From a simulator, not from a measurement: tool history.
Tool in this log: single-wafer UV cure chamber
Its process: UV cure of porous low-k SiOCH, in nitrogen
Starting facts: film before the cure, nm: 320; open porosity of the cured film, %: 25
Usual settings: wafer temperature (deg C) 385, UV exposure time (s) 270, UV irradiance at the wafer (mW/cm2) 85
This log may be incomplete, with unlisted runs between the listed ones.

run	hour	wafer temperature (deg C)	UV exposure time (s)	UV irradiance at the wafer (mW/cm2)	wafers since the last listed run	hours since the UV bulbs were replaced	wafers since the quartz window was cleaned	loss of film thickness in the cure (%)
1	0	385	365	74	0	236.5	102	14.172
2	92	385	365	74	642	328.5	744	13.936
3	143.6	385	270	85	360	380.1	1105	13.018
4	195.5	385	270	85	362	432	1467	12.945
5	299	385	270	85	722	535.5	2190	13.174
6	379.9	385	270	85	565	616.4	2755	12.568
7	479.3	385	270	85	694	715.8	3449	12.955
# hour 590.8: quartz window cleaned
8	591.3	385	270	85	726	827.8	3	12.565
9	663.5	385	270	85	504	900	507	12.896
10	706.3	385	270	85	298	942.8	806	12.472
11	778.7	385	270	85	505	1015.2	1312	12.657
12	828.3	385	270	85	346	1064.8	1658	12.427
13	882.7	385	205	85	379	1119.2	2038	10.975
14	968.8	385	205	85	601	1205.3	2640	11.3
15	1060.9	385	205	85	643	1297.4	3283	11.198
16	1149.2	385	390	101	616	1385.7	3900	15.594
# hour 1248.1: quartz window cleaned
17	1447.5	385	390	101	2027	1684	1393	15.373
18	1500.3	385	270	85	368	1736.8	1761	12.185
19	1548	390	385	106	333	1784.5	2095	15.025
20	1645	385	270	85	677	1881.5	2772	12.015
21	1746.7	377	350	85	710	1983.2	3483	13.502
# hour 1800.5: quartz window cleaned
22	1852.6	391	270	85	683	2089.1	364	12.174
23	1954.9	385	425	85	714	2191.4	1078	14.15
24	2046.3	392	330	48	638	2282.8	1717	9.988
25	2124.6	401	195	85	546	2361.1	2264	10.513
# hour 2171.9: UV bulbs replaced
26	2218.8	385	425	85	602	46.9	2866	13.018
27	2301.6	385	160	85	578	129.7	3444	8.093
28	2353.3	374	270	109	361	181.4	3805	11.293
29	2436.9	372	270	70	583	265	4389	9.059
# hour 2474.8: quartz window cleaned
30	2509.5	385	270	117	451	337.6	242	11.852
# hour 2699.6: UV bulbs replaced, repeated, since the last time left the tool worse
31	2729.3	385	195	85	1479	29.7	1721	11.703
32	2799.3	385	270	85	488	99.7	2210	13.007
33	2870.8	385	225	85	499	171.2	2710	12.087
34	2962.5	396	315	111	640	262.9	3350	15.183
35	3009	385	270	85	324	309.4	3675	13.037
# hour 3092.7: quartz window cleaned
36	3094.7	397	270	85	542	395.1	13	13.467
37	3176.6	385	270	85	572	477	585	12.453

Each row is a separate what-if for the run after 37, all from the same tool condition, not one after another. Results?
A	3177	385	270	85	2	477.4	588	?
B	3177	385	190	85	2	477.4	588	?
C	3177	385	165	85	2	477.4	588	?

run	loss of film thickness in the cure (%)
A	12.699
B	10.995
C	10.326
Without the tool's hidden state the same runs would have given:
run	loss of film thickness in the cure (%)
A	12.956
B	11.242
C	10.571
